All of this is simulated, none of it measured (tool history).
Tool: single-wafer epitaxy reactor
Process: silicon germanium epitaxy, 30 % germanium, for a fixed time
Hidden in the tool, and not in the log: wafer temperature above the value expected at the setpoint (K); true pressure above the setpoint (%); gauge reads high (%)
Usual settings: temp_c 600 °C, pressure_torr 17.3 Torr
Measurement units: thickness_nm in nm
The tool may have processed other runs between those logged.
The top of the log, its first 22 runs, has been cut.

run,hour,temp_c,pressure_torr,wafers since the last listed run,hours since the last pyrometer calibration,hours since the last manometer calibration,hours since the showerhead was replaced,hours since the gauge calibration,"read-back reference wafer on the same gauge, thickness_nm",thickness_nm
# hour 294.6: pyrometer calibrated
23,301.2,600,17.3,144,6.6,160.4,109.1,41.6,49.687,56.243
24,338.0,587,13.4,470,43.4,197.2,145.9,78.4,49.774,40.070
25,350.5,614,21.5,159,55.9,209.7,158.4,90.9,49.677,77.512
26,366.1,600,13.5,199,71.5,225.3,174.0,106.5,49.716,49.884
27,377.4,607,15.6,144,82.8,236.6,185.3,117.8,49.681,59.280
28,388.6,600,17.3,143,94.0,247.8,196.5,129.0,49.787,56.107
29,401.8,589,13.8,168,107.2,261.0,209.7,142.2,49.695,42.296
30,439.1,600,17.3,476,144.5,298.3,247.0,179.5,49.707,55.660
31,455.9,613,18.8,214,161.3,315.1,263.8,196.3,49.654,71.656
32,465.0,613,17.3,116,170.4,324.2,272.9,205.4,49.747,68.599
33,478.4,589,17.3,171,183.8,337.6,286.3,218.8,49.690,46.637
34,488.6,590,17.3,130,194.0,347.8,296.5,229.0,49.669,47.668
35,501.3,587,19.5,162,206.7,360.5,309.2,241.7,49.688,48.148

Predict each of these 4 candidate next runs independently; none follows another, all start after run 35:
A,501.7,600,17.3,5,207.1,360.9,309.6,242.1,?,?
B,501.7,605,20.2,5,207.1,360.9,309.6,242.1,?,?
C,501.7,608,18.4,5,207.1,360.9,309.6,242.1,?,?
D,501.7,605,14.2,5,207.1,360.9,309.6,242.1,?,?

run,"read-back reference wafer on the same gauge, thickness_nm",thickness_nm
A,49.685,55.436
B,49.685,64.557
C,49.685,64.818
D,49.685,54.569
Had the tool no hidden state, the same runs would have come out as:
run,thickness_nm
A,54.471
B,63.444
C,63.708
D,53.628

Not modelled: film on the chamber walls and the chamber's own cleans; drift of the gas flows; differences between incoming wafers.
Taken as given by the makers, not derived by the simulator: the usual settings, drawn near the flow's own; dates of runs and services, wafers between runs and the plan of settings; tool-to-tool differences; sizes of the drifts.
